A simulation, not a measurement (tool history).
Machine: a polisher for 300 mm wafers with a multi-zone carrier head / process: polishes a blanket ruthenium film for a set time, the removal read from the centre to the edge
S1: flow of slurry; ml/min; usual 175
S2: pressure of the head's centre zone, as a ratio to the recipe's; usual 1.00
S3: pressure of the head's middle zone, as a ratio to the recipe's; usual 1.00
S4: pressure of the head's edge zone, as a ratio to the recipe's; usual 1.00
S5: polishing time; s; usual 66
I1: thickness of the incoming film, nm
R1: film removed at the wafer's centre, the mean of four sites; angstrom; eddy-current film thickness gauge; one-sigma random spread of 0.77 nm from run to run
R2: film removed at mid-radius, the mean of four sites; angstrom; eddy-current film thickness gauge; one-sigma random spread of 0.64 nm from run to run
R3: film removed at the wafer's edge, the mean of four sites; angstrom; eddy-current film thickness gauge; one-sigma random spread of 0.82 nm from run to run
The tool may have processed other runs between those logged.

| run | hour | S1 | S2 | S3 | S4 | S5 | I1 | R1 | R2 | R3 |
|---|---|---|---|---|---|---|---|---|---|---|
| 1 | 0.0 | 175 | 1.00 | 1.00 | 1.00 | 66 | 309.7 | 694 | 706 | 734 |
| 2 | 31.4 | 175 | 1.00 | 1.00 | 1.00 | 66 | 308.7 | 697 | 703 | 755 |
| 3 | 49.6 | 175 | 1.00 | 1.00 | 1.00 | 66 | 310.2 | 699 | 702 | 753 |
|  | 75.8 | worn pad replaced by a new one |
| 4 | 76.3 | 175 | 1.00 | 1.00 | 1.00 | 66 | 309.2 | 676 | 695 | 745 |
| 5 | 103.1 | 175 | 1.00 | 1.00 | 1.00 | 66 | 312.9 | 692 | 697 | 735 |
| 6 | 116.6 | 175 | 1.00 | 1.00 | 1.00 | 66 | 314.4 | 694 | 695 | 751 |
|  | 144.9 | edge zone pressure recalibrated |
| 7 | 146.9 | 175 | 1.00 | 0.94 | 1.00 | 49 | 313.6 | 509 | 495 | 546 |
| 8 | 178.3 | 175 | 1.00 | 0.94 | 1.00 | 49 | 304.4 | 514 | 491 | 536 |
|  | 180.3 | centre zone pressure recalibrated |
| 9 | 199.2 | 175 | 1.00 | 0.94 | 1.00 | 49 | 310.9 | 510 | 498 | 553 |
|  | 204.3 | worn pad replaced by a new one |
| 10 | 224.1 | 175 | 1.00 | 1.00 | 1.10 | 85 | 310.3 | 884 | 896 | 978 |
| 11 | 252.6 | 175 | 1.05 | 1.05 | 1.04 | 66 | 310.8 | 716 | 714 | 741 |

What will run 12 give?
| 12 | 284.7 | 175 | 1.00 | 1.00 | 1.00 | 66 | 309.2 | ? | ? | ? |

R1: 686 angstrom
R2: 686 angstrom
R3: 732 angstrom
Without the tool's hidden state the same run would have given R1 786 angstrom, R2 773 angstrom, R3 797 angstrom.
